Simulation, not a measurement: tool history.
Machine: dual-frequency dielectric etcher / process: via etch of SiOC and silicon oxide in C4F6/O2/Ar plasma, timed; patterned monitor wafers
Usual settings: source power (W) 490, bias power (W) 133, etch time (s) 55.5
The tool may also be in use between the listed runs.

run   hour  source power (W)  bias power (W)  etch time (s)  wafers since the last listed run  hours since the last wet clean  hours since the last source power generator calibration  hours since the last bias power generator calibration  hours since the last upper electrode change  hours since the gauge calibration  read-back reference wafer on the same gauge, depth_nm  mean etch depth across the wafer (angstrom)
  1      0               490             133           55.5                                 0                           157.2                                                   2029.7                                                 2100.6                                       2631.6                              466.9                                                   53.5                                          602
  2   28.7               490             133           55.5                               475                           185.9                                                   2058.4                                                 2129.3                                       2660.3                              495.6                                                   53.6                                          605
  3  120.1               490             133           55.5                              1513                           277.3                                                   2149.8                                                 2220.7                                       2751.7                                587                                                   53.7                                          613
     157.8  -- upper electrode replaced
  4  158.3               490             133           55.5                               235                           315.5                                                     2188                                                 2258.9                                          0.5                              625.2                                                   53.7                                          606
  5  158.7               490             133           55.5                                 6                           315.9                                                   2188.4                                                 2259.3                                          0.9                              625.6                                                   53.7                                          611
  6  190.9               490             133           55.5                               533                           348.1                                                   2220.6                                                 2291.5                                         33.1                              657.8                                                   53.7                                          610
  7  217.1               490             133           55.5                               433                           374.3                                                   2246.8                                                 2317.7                                         59.3                                684                                                   53.8                                          611
  8  230.6               490             133           55.5                               223                           387.8                                                   2260.3                                                 2331.2                                         72.8                              697.5                                                   53.8                                          608
  9  255.3               490             133           55.5                               409                           412.5                                                     2285                                                 2355.9                                         97.5                              722.2                                                   53.7                                          609
     281.1  -- wet clean of the chamber
 10  281.7               580             133           55.5                                39                             0.6                                                   2311.4                                                 2382.3                                        123.9                              748.6                                                   53.7                                          671
 11  305.2               490             133           42.5                               389                            24.1                                                   2334.9                                                 2405.8                                        147.4                              772.1                                                   53.7                                          467
 12  335.7               490             142           55.5                               505                            54.6                                                   2365.4                                                 2436.3                                        177.9                              802.6                                                   53.8                                          621
     343.8  -- source power generator calibrated
 13  364.9               610             158             48                               417                            83.8                                                     21.1                                                 2465.5                                        207.1                              831.8                                                   53.7                                          626
     372.3  -- gauge calibrated
 14  387.4               490             156           55.5                               372                           106.3                                                     43.6                                                   2488                                        229.6                               15.1                                                   52.4                                          628
 15  414.5               520             102             42                               448                           133.4                                                     70.7                                                 2515.1                                        256.7                               42.2                                                   52.6                                          427
 16  441.7               490             133           55.5                               450                           160.6                                                     97.9                                                 2542.3                                        283.9                               69.4                                                   52.7                                          599
 17  464.1               490             109           55.5                               370                             183                                                    120.3                                                 2564.7                                        306.3                               91.8                                                   52.9                                          563
     468.4  -- bias power generator calibrated
 18  491.5               450             158             66                               387                           210.4                                                    147.7                                                   23.1                                        333.7                              119.2                                                   52.9                                          717
 19  514.1               490             103             51                               374                             233                                                    170.3                                                   45.7                                        356.3                              141.8                                                     53                                          513
 20  537.8               490             114           55.5                               392                           256.7                                                      194                                                   69.4                                          380                              165.5                                                   53.1                                          574
 21  566.4               610             158             48                               473                           285.3                                                    222.6                                                     98                                        408.6                              194.1                                                   53.1                                          621
 22    587               490             142             65                               341                           305.9                                                    243.2                                                  118.6                                        429.2                              214.7                                                   53.2                                          718
 23  621.5               580             121             61                               571                           340.4                                                    277.7                                                  153.1                                        463.7                              249.2                                                   53.2                                          708
 24  635.6               560             122           42.5                               233                           354.5                                                    291.8                                                  167.2                                        477.8                              263.3                                                   53.2                                          485
 25  650.3               490             103           55.5                               243                           369.2                                                    306.5                                                  181.9                                        492.5                                278                                                   53.4                                          557
 26    673               490             110             49                               375                           391.9                                                    329.2                                                  204.6                                        515.2                              300.7                                                   53.3                                          503
 27  687.4               560             133           55.5                               238                           406.3                                                    343.6                                                    219                                        529.6                              315.1                                                   53.4                                          652
 28  715.9               450             145           60.5                               471                           434.8                                                    372.1                                                  247.5                                        558.1                              343.6                                                   53.5                                          643
 29  739.4               490             133           55.5                               389                           458.3                                                    395.6                                                    271                                        581.6                              367.1                                                   53.5                                          603
 30  773.6               440             158           55.5                               566                           492.5                                                    429.8                                                  305.2                                        615.8                              401.3                                                   53.6                                          598
 31  808.3               490             133             44                               574                           527.2                                                    464.5                                                  339.9                                        650.5                                436                                                   53.5                                          482

3 ways to go on from here, each from the tool as it stands after run 31. What would each give?
  A  808.7               490             133           55.5                                 6                           527.6                                                    464.9                                                  340.3                                        650.9                              436.4                                                      ?                                            ?
  B  808.7               490             100           55.5                                 6                           527.6                                                    464.9                                                  340.3                                        650.9                              436.4                                                      ?                                            ?
  C  808.7               450             101           55.5                                 6                           527.6                                                    464.9                                                  340.3                                        650.9                              436.4                                                      ?                                            ?

run  read-back reference wafer on the same gauge, depth_nm  mean etch depth across the wafer (angstrom)
  A                                                   53.5                                          605
  B                                                   53.5                                          555
  C                                                   53.5                                          529
What these runs would have given with no unlogged condition in the tool:
run  mean etch depth across the wafer (angstrom)
  A                                          592
  B                                          543
  C                                          518
